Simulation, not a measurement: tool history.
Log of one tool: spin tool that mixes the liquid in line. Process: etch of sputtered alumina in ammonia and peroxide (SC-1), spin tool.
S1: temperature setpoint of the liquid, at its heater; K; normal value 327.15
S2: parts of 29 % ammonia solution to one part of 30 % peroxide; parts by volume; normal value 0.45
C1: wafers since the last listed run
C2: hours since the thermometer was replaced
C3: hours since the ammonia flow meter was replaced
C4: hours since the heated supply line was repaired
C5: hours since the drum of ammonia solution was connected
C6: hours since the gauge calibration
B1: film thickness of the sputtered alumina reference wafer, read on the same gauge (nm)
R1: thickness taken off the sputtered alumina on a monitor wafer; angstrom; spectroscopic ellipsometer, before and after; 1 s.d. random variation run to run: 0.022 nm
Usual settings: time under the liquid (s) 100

run 1 day=0.000 | S1=327.15 S2=0.45 time_under_the_liquid_(s)=100 | C1=0 C2=1794.7 C3=431.8 C4=3732.0 C5=160.4 C6=92.0 | B1=49.97 | R1=71.0
run 2 day=0.954 | S1=327.15 S2=0.50 time_under_the_liquid_(s)=100 | C1=264 C2=1817.6 C3=454.7 C4=3754.9 C5=183.3 C6=114.9 | B1=50.02 | R1=71.1
run 3 day=2.379 | S1=327.15 S2=0.45 time_under_the_liquid_(s)=100 | C1=395 C2=1851.8 C3=488.9 C4=3789.1 C5=217.5 C6=149.1 | B1=49.98 | R1=71.2
run 4 day=2.971 | S1=327.15 S2=0.45 time_under_the_liquid_(s)=130 | C1=164 C2=1866.0 C3=503.1 C4=3803.3 C5=231.7 C6=163.3 | B1=49.97 | R1=91.7
run 5 day=3.471 | S1=327.15 S2=0.45 time_under_the_liquid_(s)=130 | C1=138 C2=1878.0 C3=515.1 C4=3815.3 C5=243.7 C6=175.3 | B1=50.00 | R1=91.9
run 6 day=4.858 | S1=327.15 S2=0.45 time_under_the_liquid_(s)=130 | C1=385 C2=1911.3 C3=548.4 C4=3848.6 C5=277.0 C6=208.6 | B1=49.96 | R1=92.4
run 7 day=5.650 | S1=329.15 S2=0.45 time_under_the_liquid_(s)=120 | C1=219 C2=1930.3 C3=567.4 C4=3867.6 C5=296.0 C6=227.6 | B1=50.00 | R1=94.3
run 8 day=7.104 | S1=329.15 S2=0.45 time_under_the_liquid_(s)=120 | C1=403 C2=1965.2 C3=602.3 C4=3902.5 C5=330.9 C6=262.5 | B1=50.01 | R1=94.8
run 9 day=7.646 | S1=327.15 S2=0.45 time_under_the_liquid_(s)=100 | C1=150 C2=1978.2 C3=615.3 C4=3915.5 C5=343.9 C6=275.5 | B1=49.99 | R1=70.8
run 10 day=8.317 | S1=327.15 S2=0.30 time_under_the_liquid_(s)=100 | C1=186 C2=1994.3 C3=631.4 C4=3931.6 C5=360.0 C6=291.6 | B1=50.02 | R1=69.0
run 11 day=9.804 | S1=327.15 S2=0.45 time_under_the_liquid_(s)=100 | C1=413 C2=2030.0 C3=667.1 C4=3967.3 C5=395.7 C6=327.3 | B1=49.97 | R1=71.2
-- day=10.262 heated supply line repaired
run 12 day=11.233 | S1=332.15 S2=0.30 time_under_the_liquid_(s)=130 | C1=385 C2=2064.3 C3=701.4 C4=23.3 C5=430.0 C6=361.6 | B1=50.00 | R1=116.0
run 13 day=11.992 | S1=327.15 S2=0.45 time_under_the_liquid_(s)=100 | C1=210 C2=2082.5 C3=719.6 C4=41.5 C5=448.2 C6=379.8 | B1=50.01 | R1=71.7
run 14 day=12.933 | S1=327.15 S2=0.45 time_under_the_liquid_(s)=100 | C1=261 C2=2105.1 C3=742.2 C4=64.1 C5=470.8 C6=402.4 | B1=50.00 | R1=71.5
-- day=13.346 new drum of ammonia solution connected
-- day=13.758 ammonia flow meter replaced
run 15 day=14.283 | S1=327.15 S2=0.40 time_under_the_liquid_(s)=65 | C1=351 C2=2137.5 C3=12.6 C4=96.5 C5=22.5 C6=434.8 | B1=49.97 | R1=46.0
run 16 day=15.212 | S1=327.15 S2=0.60 time_under_the_liquid_(s)=45 | C1=258 C2=2159.8 C3=34.9 C4=118.8 C5=44.8 C6=457.1 | B1=49.98 | R1=33.1
-- day=15.412 gauge calibrated
run 17 day=16.196 | S1=327.15 S2=0.55 time_under_the_liquid_(s)=65 | C1=273 C2=2183.4 C3=58.5 C4=142.4 C5=68.4 C6=18.8 | B1=50.01 | R1=47.8
-- day=16.371 thermometer replaced
run 18 day=17.146 | S1=327.15 S2=0.45 time_under_the_liquid_(s)=100 | C1=252 C2=18.6 C3=81.3 C4=165.2 C5=91.2 C6=41.6 | B1=50.02 | R1=64.2
run 19 day=17.738 | S1=327.15 S2=0.45 time_under_the_liquid_(s)=100 | C1=164 C2=32.8 C3=95.5 C4=179.4 C5=105.4 C6=55.8 | B1=50.02 | R1=64.3
run 20 day=18.558 | S1=329.65 S2=0.65 time_under_the_liquid_(s)=65 | C1=227 C2=52.5 C3=115.2 C4=199.1 C5=125.1 C6=75.5 | B1=49.97 | R1=49.7
run 21 day=19.875 | S1=327.15 S2=0.35 time_under_the_liquid_(s)=155 | C1=365 C2=84.1 C3=146.8 C4=230.7 C5=156.7 C6=107.1 | B1=50.04 | R1=97.7
run 22 day=20.558 | S1=327.15 S2=0.45 time_under_the_liquid_(s)=145 | C1=189 C2=100.5 C3=163.2 C4=247.1 C5=173.1 C6=123.5 | B1=49.96 | R1=93.2
run 23 day=21.629 | S1=327.15 S2=0.50 time_under_the_liquid_(s)=160 | C1=297 C2=126.2 C3=188.9 C4=272.8 C5=198.8 C6=149.2 | B1=49.98 | R1=103.9
run 24 day=22.167 | S1=317.65 S2=0.25 time_under_the_liquid_(s)=155 | C1=149 C2=139.1 C3=201.8 C4=285.7 C5=211.7 C6=162.1 | B1=50.02 | R1=56.0
run 25 day=23.442 | S1=336.15 S2=0.45 time_under_the_liquid_(s)=100 | C1=354 C2=169.7 C3=232.4 C4=316.3 C5=242.3 C6=192.7 | B1=50.01 | R1=103.4

Consider 4 possible next runs. They are alternatives, not a sequence: every one starts from the tool as it was left by run 25. What does each give?
run A day=23.458 | S1=327.15 S2=0.45 time_under_the_liquid_(s)=100 | C1=4 C2=170.1 C3=232.8 C4=316.7 C5=242.7 C6=193.1 | B1=? | R1=?
run B day=23.458 | S1=324.15 S2=0.65 time_under_the_liquid_(s)=75 | C1=4 C2=170.1 C3=232.8 C4=316.7 C5=242.7 C6=193.1 | B1=? | R1=?
run C day=23.458 | S1=327.15 S2=0.60 time_under_the_liquid_(s)=100 | C1=4 C2=170.1 C3=232.8 C4=316.7 C5=242.7 C6=193.1 | B1=? | R1=?
run D day=23.458 | S1=332.15 S2=0.55 time_under_the_liquid_(s)=100 | C1=4 C2=170.1 C3=232.8 C4=316.7 C5=242.7 C6=193.1 | B1=? | R1=?

run=A B1=50.02 R1=64.6
run=B B1=50.02 R1=42.7
run=C B1=50.02 R1=66.4
run=D B1=50.02 R1=85.5
What these runs would have given with no unlogged condition in the tool:
run=A R1=63.2
run=B R1=41.7
run=C R1=64.9
run=D R1=83.8

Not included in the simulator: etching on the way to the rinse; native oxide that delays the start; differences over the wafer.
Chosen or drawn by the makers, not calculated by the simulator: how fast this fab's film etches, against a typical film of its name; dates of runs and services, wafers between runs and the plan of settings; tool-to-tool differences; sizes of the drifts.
